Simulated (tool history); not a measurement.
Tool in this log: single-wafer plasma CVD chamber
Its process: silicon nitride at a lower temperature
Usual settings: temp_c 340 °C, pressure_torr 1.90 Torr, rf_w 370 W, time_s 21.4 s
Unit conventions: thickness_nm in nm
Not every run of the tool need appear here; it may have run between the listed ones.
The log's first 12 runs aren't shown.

run   hour  temp_c  pressure_torr  rf_w  time_s  read-back reference wafer on the same gauge, thickness_nm  thickness_nm
     150.4  -- showerhead replaced
 13  150.9     340           1.90   370    21.4                                                     26.707        29.017
     161.7  -- RF generator calibrated
 14  162.2     340           1.90   370    21.4                                                     26.698        30.333
     169.2  -- gauge calibrated
 15  187.4     340           1.90   370    21.4                                                     26.711        30.272
 16  194.5     340           1.90   370    22.3                                                     26.717        31.489
 17  203.7     340           1.90   370    21.4                                                     26.706        30.328
     216.4  -- thermocouple changed; heater temperature recalibrated
 18  221.3     340           1.90   370    24.2                                                     26.686        34.197
 19  239.2     340           1.90   370    21.4                                                     26.701        30.262
 20  252.5     340           1.90   315    25.6                                                     26.692        33.335
 21  261.1     332           1.76   370    21.4                                                     26.693        29.526
 22  272.9     340           1.90   370    21.4                                                     26.704        30.198
 23  279.1     347           1.51   405    25.3                                                     26.706        34.772
     293.1  -- capacitance manometer re-zeroed and calibrated
 24  329.2     340           2.06   410    23.9                                                     26.704        36.092
 25  339.0     340           1.90   370    21.4                                                     26.697        30.106
 26  350.1     340           1.90   370    24.4                                                     26.694        34.215
 27  359.9     346           1.90   330    21.4                                                     26.698        28.326
 28  369.7     340           1.90   425    21.4                                                     26.707        32.145
 29  384.6     328           1.90   370    21.4                                                     26.701        30.148
 30  398.3     350           2.12   370    21.4                                                     26.715        30.678

Below are 3 alternative next runs, each starting from the tool's condition after run 30. Predict each:
  A  398.7     340           1.90   370    21.4                                                          ?             ?
  B  398.7     340           1.67   310    23.6                                                          ?             ?
  C  398.7     340           1.56   395    18.7                                                          ?             ?

run  read-back reference wafer on the same gauge, thickness_nm  thickness_nm
  A                                                     26.703        29.987
  B                                                     26.703        29.222
  C                                                     26.703        25.605
With no hidden state in the tool, these same runs would have given:
run  thickness_nm
  A        30.402
  B        29.643
  C        25.960
